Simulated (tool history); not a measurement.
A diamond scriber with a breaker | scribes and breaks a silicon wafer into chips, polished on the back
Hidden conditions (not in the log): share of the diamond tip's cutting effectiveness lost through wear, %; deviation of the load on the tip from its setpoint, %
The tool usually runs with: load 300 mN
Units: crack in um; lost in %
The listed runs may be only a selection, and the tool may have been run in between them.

run,hour,load,wafers since the last listed run,hours since the diamond tip was replaced,hours since the load on the tip was calibrated,"incoming depth of the damage left on the back of the incoming wafer, um",crack,lost
1,0.0,300,0,192.3,27.0,0.04,7.81,0.76
2,79.8,300,308,272.1,106.8,0.05,7.56,2.12
3,141.9,300,240,334.2,168.9,0.04,7.28,3.43
4,198.0,300,217,390.3,225.0,0.04,7.48,4.73
5,249.0,300,197,441.3,276.0,0.02,7.29,4.86
# hour 277.5: diamond tip replaced by a new one
6,344.8,368,362,67.3,371.8,0.03,8.42,0.94
7,411.1,368,256,133.6,438.1,0.01,8.68,0.76
8,453.0,263,162,175.5,480.0,0.04,6.39,21.03
# hour 470.6: load on the tip recalibrated
9,610.2,246,600,332.7,139.6,0.05,6.43,17.12
10,653.1,246,165,375.6,182.5,0.05,6.46,20.39
11,718.5,246,253,441.0,247.9,0.02,6.34,20.77
12,797.6,300,306,520.1,327.0,0.05,7.22,4.44
# hour 820.6: diamond tip replaced by a new one
13,889.7,300,348,69.1,419.1,0.03,7.25,5.32
14,961.4,300,277,140.8,490.8,0.03,7.32,5.72
15,1037.3,300,293,216.7,566.7,0.04,7.11,6.52
16,1084.1,300,181,263.5,613.5,0.01,7.22,5.90
# hour 1088.0: load on the tip recalibrated
17,1149.6,234,245,329.0,61.6,0.04,6.39,20.39
18,1392.5,271,939,571.9,304.5,0.01,6.73,14.75
# hour 1442.5: diamond tip replaced by a new one
19,1471.1,225,296,28.6,383.1,0.02,5.46,40.75
20,1558.0,269,336,115.5,470.0,0.02,6.52,18.03
21,1643.8,223,331,201.3,555.8,0.03,5.64,42.71
22,1681.4,353,145,238.9,593.4,0.04,8.20,0.64
# hour 1705.1: load on the tip recalibrated
23,1786.4,326,398,343.9,81.3,0.02,8.42,0.78
24,1880.8,300,365,438.3,175.7,0.03,7.53,2.69
25,1932.9,248,201,490.4,227.8,0.02,6.46,18.85
# hour 1959.2: diamond tip replaced by a new one
26,1989.7,248,212,30.5,284.6,0.04,6.27,22.85
27,2081.3,355,354,122.1,376.2,0.02,8.36,0.71
28,2176.3,300,367,217.1,471.2,0.02,7.31,5.69
# hour 2188.8: load on the tip recalibrated
29,2266.2,248,340,307.0,77.4,0.03,6.47,13.74
30,2355.5,227,345,396.3,166.7,0.04,5.81,29.58
31,2449.2,300,362,490.0,260.4,0.04,7.58,3.60
# hour 2559.1: diamond tip replaced by a new one
32,2575.1,216,479,16.0,386.3,0.03,5.57,42.49
33,2658.1,384,321,99.0,469.3,0.03,9.12,2.64
# hour 2708.2: load on the tip recalibrated
34,2719.9,214,231,160.8,11.7,0.04,6.30,29.59

How would selected steps in crack from run to run divide? Give the signed amount a tool lacking its hidden state would still show from settings, what came in and random variation, and the signed amount left for the hidden state, including any gauge scatter that is not in both of the compared results.
Run 21 -> 22: load 223 -> 353. crack +2.56 um: hidden state -0.43, all else +2.99.
Run 22 -> 23: load 353 -> 326, load on the tip recalibrated. crack +0.22 um: hidden state +0.97, all else -0.75.
Run 28 -> 29: load 300 -> 248, load on the tip recalibrated. crack -0.84 um: hidden state +0.72, all else -1.56.
Run 32 -> 33: load 216 -> 384. crack +3.55 um: hidden state -0.51, all else +4.06.
Run 33 -> 34: load 384 -> 214, load on the tip recalibrated. crack -2.82 um: hidden state +1.09, all else -3.91.
